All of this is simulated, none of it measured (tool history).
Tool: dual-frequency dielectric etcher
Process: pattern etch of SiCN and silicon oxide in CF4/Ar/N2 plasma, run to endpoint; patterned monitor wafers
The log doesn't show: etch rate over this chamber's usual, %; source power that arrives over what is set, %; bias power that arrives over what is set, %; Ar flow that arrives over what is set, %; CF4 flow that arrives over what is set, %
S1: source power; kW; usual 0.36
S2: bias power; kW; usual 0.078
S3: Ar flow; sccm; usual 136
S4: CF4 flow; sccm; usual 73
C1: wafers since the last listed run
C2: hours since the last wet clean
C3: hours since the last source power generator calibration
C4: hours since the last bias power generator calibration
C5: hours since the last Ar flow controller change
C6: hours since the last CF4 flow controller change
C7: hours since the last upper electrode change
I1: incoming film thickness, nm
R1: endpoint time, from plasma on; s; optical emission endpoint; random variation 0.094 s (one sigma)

{"run": 1, "hour": 0.0, "S1": 0.36, "S2": 0.078, "S3": 136, "S4": 73, "C1": 0, "C2": 518, "C3": 1742.6, "C4": 2586.1, "C5": 3363.6, "C6": 4559, "C7": 3500.5, "I1": 17.06, "R1": 27.8}
{"run": 2, "hour": 9.0, "S1": 0.36, "S2": 0.078, "S3": 136, "S4": 73, "C1": 112, "C2": 527, "C3": 1751.6, "C4": 2595.1, "C5": 3372.6, "C6": 4568, "C7": 3509.5, "I1": 17.29, "R1": 28.3}
{"run": 3, "hour": 22.4, "S1": 0.36, "S2": 0.078, "S3": 136, "S4": 73, "C1": 168, "C2": 540.4, "C3": 1765, "C4": 2608.5, "C5": 3386, "C6": 4581.4, "C7": 3522.9, "I1": 17.23, "R1": 28.2}
{"run": 4, "hour": 28.9, "S1": 0.36, "S2": 0.078, "S3": 136, "S4": 73, "C1": 81, "C2": 546.9, "C3": 1771.5, "C4": 2615, "C5": 3392.5, "C6": 4587.9, "C7": 3529.4, "I1": 17.22, "R1": 28.2}
{"run": 5, "hour": 36.5, "S1": 0.36, "S2": 0.078, "S3": 158, "S4": 73, "C1": 95, "C2": 554.5, "C3": 1779.1, "C4": 2622.6, "C5": 3400.1, "C6": 4595.5, "C7": 3537, "I1": 17.12, "R1": 28.3}
{"hour": 64.4, "done": "wet clean of the chamber"}
{"run": 6, "hour": 64.9, "S1": 0.36, "S2": 0.078, "S3": 158, "S4": 73, "C1": 55, "C2": 0.5, "C3": 1807.5, "C4": 2651, "C5": 3428.5, "C6": 4623.9, "C7": 3565.4, "I1": 17.11, "R1": 26.9}
{"run": 7, "hour": 65.2, "S1": 0.36, "S2": 0.072, "S3": 136, "S4": 73, "C1": 3, "C2": 0.8, "C3": 1807.8, "C4": 2651.3, "C5": 3428.8, "C6": 4624.2, "C7": 3565.7, "I1": 17.29, "R1": 27.6}
{"run": 8, "hour": 72.1, "S1": 0.36, "S2": 0.072, "S3": 136, "S4": 73, "C1": 86, "C2": 7.7, "C3": 1814.7, "C4": 2658.2, "C5": 3435.7, "C6": 4631.1, "C7": 3572.6, "I1": 17.23, "R1": 27.3}

Forecast run 9:
{"run": 9, "hour": 81.8, "S1": 0.36, "S2": 0.063, "S3": 122, "S4": 91, "C1": 121, "C2": 17.4, "C3": 1824.4, "C4": 2667.9, "C5": 3445.4, "C6": 4640.8, "C7": 3582.3, "I1": 17.33, "R1": "?"}

Run 9 gave R1 27.7 s.
Without the tool's hidden state the same run would have given R1 27.7 s.

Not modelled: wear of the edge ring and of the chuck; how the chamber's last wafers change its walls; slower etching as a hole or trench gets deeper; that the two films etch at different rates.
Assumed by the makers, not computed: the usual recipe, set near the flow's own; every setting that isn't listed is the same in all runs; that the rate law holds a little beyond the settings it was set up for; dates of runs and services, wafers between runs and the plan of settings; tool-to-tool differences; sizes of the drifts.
